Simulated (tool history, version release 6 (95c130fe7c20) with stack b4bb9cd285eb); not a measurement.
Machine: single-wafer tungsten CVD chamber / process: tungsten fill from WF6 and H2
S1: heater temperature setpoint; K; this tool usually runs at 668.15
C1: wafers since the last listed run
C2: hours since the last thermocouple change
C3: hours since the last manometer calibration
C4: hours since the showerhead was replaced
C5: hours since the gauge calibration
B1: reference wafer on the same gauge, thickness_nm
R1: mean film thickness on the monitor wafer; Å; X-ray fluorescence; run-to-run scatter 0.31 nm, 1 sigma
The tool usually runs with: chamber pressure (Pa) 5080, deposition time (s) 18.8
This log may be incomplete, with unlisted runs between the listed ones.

run 1 hour=0.0 | S1=668.15 chamber_pressure_(Pa)=5080 deposition_time_(s)=18.8 | C1=0 C2=1000.9 C3=147.7 C4=4744.0 C5=179.7 | B1=58.714 | R1=543.88
-- hour=83.7 thermocouple changed; heater temperature recalibrated
run 2 hour=84.8 | S1=668.15 chamber_pressure_(Pa)=5080 deposition_time_(s)=18.8 | C1=2024 C2=1.1 C3=232.5 C4=4828.8 C5=264.5 | B1=58.693 | R1=543.53
run 3 hour=150.3 | S1=668.15 chamber_pressure_(Pa)=5080 deposition_time_(s)=18.8 | C1=1726 C2=66.6 C3=298.0 C4=4894.3 C5=330.0 | B1=58.767 | R1=546.39
run 4 hour=242.8 | S1=668.15 chamber_pressure_(Pa)=4760 deposition_time_(s)=16.9 | C1=2438 C2=159.1 C3=390.5 C4=4986.8 C5=422.5 | B1=58.908 | R1=485.12
run 5 hour=284.6 | S1=668.15 chamber_pressure_(Pa)=4760 deposition_time_(s)=16.9 | C1=1101 C2=200.9 C3=432.3 C4=5028.6 C5=464.3 | B1=58.763 | R1=488.74
run 6 hour=333.9 | S1=668.15 chamber_pressure_(Pa)=5080 deposition_time_(s)=18.8 | C1=1299 C2=250.2 C3=481.6 C4=5077.9 C5=513.6 | B1=58.862 | R1=549.45
run 7 hour=371.5 | S1=668.15 chamber_pressure_(Pa)=5080 deposition_time_(s)=18.8 | C1=991 C2=287.8 C3=519.2 C4=5115.5 C5=551.2 | B1=58.902 | R1=541.43
run 8 hour=465.3 | S1=668.15 chamber_pressure_(Pa)=5080 deposition_time_(s)=18.8 | C1=2472 C2=381.6 C3=613.0 C4=5209.3 C5=645.0 | B1=58.921 | R1=554.09
run 9 hour=516.2 | S1=668.15 chamber_pressure_(Pa)=5080 deposition_time_(s)=18.8 | C1=1341 C2=432.5 C3=663.9 C4=5260.2 C5=695.9 | B1=59.021 | R1=544.25
run 10 hour=641.2 | S1=668.15 chamber_pressure_(Pa)=5080 deposition_time_(s)=18.8 | C1=3294 C2=557.5 C3=788.9 C4=5385.2 C5=820.9 | B1=59.054 | R1=545.64
run 11 hour=721.9 | S1=668.15 chamber_pressure_(Pa)=5080 deposition_time_(s)=16.7 | C1=2127 C2=638.2 C3=869.6 C4=5465.9 C5=901.6 | B1=59.203 | R1=487.96
run 12 hour=795.2 | S1=668.15 chamber_pressure_(Pa)=5080 deposition_time_(s)=16.7 | C1=1932 C2=711.5 C3=942.9 C4=5539.2 C5=974.9 | B1=59.351 | R1=490.51
run 13 hour=896.0 | S1=668.15 chamber_pressure_(Pa)=5080 deposition_time_(s)=16.7 | C1=2656 C2=812.3 C3=1043.7 C4=5640.0 C5=1075.7 | B1=59.569 | R1=490.89
run 14 hour=976.4 | S1=676.15 chamber_pressure_(Pa)=5080 deposition_time_(s)=18.8 | C1=2119 C2=892.7 C3=1124.1 C4=5720.4 C5=1156.1 | B1=59.431 | R1=659.08
run 15 hour=1028.1 | S1=662.15 chamber_pressure_(Pa)=4640 deposition_time_(s)=18.8 | C1=1362 C2=944.4 C3=1175.8 C4=5772.1 C5=1207.8 | B1=59.526 | R1=473.00

Run 16 comes next. What will it give?
run 16 hour=1097.7 | S1=668.15 chamber_pressure_(Pa)=4013 deposition_time_(s)=18.8 | C1=1834 C2=1014.0 C3=1245.4 C4=5841.7 C5=1277.4 | B1=? | R1=?

{"run 16": {"B1": 59.707, "R1": 527.5}}
On a tool with no hidden condition, and with the same random variation, this run would have come out at R1 518.57 Å.
